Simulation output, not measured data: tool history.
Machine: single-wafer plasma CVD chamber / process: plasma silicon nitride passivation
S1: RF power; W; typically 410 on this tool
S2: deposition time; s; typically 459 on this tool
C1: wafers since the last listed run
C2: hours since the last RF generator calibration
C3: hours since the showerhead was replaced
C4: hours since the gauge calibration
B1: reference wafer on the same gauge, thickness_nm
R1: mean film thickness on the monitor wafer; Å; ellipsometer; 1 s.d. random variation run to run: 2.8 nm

run,day,S1,S2,C1,C2,C3,C4,B1,R1
1,0,410,459,0,541.2,7869,234.4,593.902,6363.96
2,0.767,410,459,84,559.6,7887.4,252.8,594.833,6409.6
3,1.6,410,532,91,579.6,7907.4,272.8,594.386,7273.35
4,2.604,380,459,110,603.7,7931.5,296.9,594.381,6096.66
5,3.7,380,459,120,630,7957.8,323.2,593.873,6114.87
6,4.971,380,459,139,660.5,7988.3,353.7,595.106,6159.63
7,7.962,410,459,328,732.3,8060.1,425.5,593.409,6303.84
8,9.104,410,459,125,759.7,8087.5,452.9,594.073,6354.88
9,9.767,410,459,72,775.6,8103.4,468.8,594.282,6295.48
10,10.825,345,391,116,801,8128.8,494.2,594.45,4959.19
11,11.538,345,391,78,818.1,8145.9,511.3,593.168,4970.97
# day 12.783: gauge calibrated
12,13.008,410,459,161,853.4,8181.2,5.4,593.104,6262.51
13,14.121,410,459,122,880.1,8207.9,32.1,594.165,6205.99
14,14.962,410,526,92,900.3,8228.1,52.3,593.93,7154.14
# day 15.954: RF generator calibrated
15,15.975,465,374,74,0.5,8252.4,76.6,593.731,5543.78
# day 17.4: showerhead replaced
16,18.192,410,459,206,53.7,19,129.8,594.058,6454.89
17,19.079,410,459,97,75,40.3,151.1,594.112,6494.54
18,19.988,330,416,99,96.8,62.1,172.9,593.686,5333.74
19,21.4,490,419,155,130.7,96,206.8,594.354,6345.22
20,22.3,435,519,98,152.3,117.6,228.4,593.699,7480.53
21,23.283,355,420,108,175.9,141.2,252,594.412,5567.36
22,24.492,375,428,132,204.9,170.2,281,594.398,5783.01
23,25.425,370,419,102,227.3,192.6,303.4,593.671,5623.4
24,26.562,490,419,124,254.6,219.9,330.7,594.752,6317.75
25,27.854,485,527,141,285.6,250.9,361.7,593.403,7905.91
26,29.042,410,521,130,314.1,279.4,390.2,592.929,7242.93

Below are 4 alternative next runs, each starting from the tool's condition after run 26. Predict each:
A,29.062,410,459,2,314.6,279.9,390.7,?,?
B,29.062,485,459,2,314.6,279.9,390.7,?,?
C,29.062,330,380,2,314.6,279.9,390.7,?,?
D,29.062,490,379,2,314.6,279.9,390.7,?,?

run,B1,R1
A,593.048,6423.19
B,593.048,6864.6
C,593.048,4849.42
D,593.048,5690.58
With the hidden condition removed and each run's random variation left untouched, the same runs would have given:
run,R1
A,6442.73
B,6885.49
C,4864.17
D,5707.9
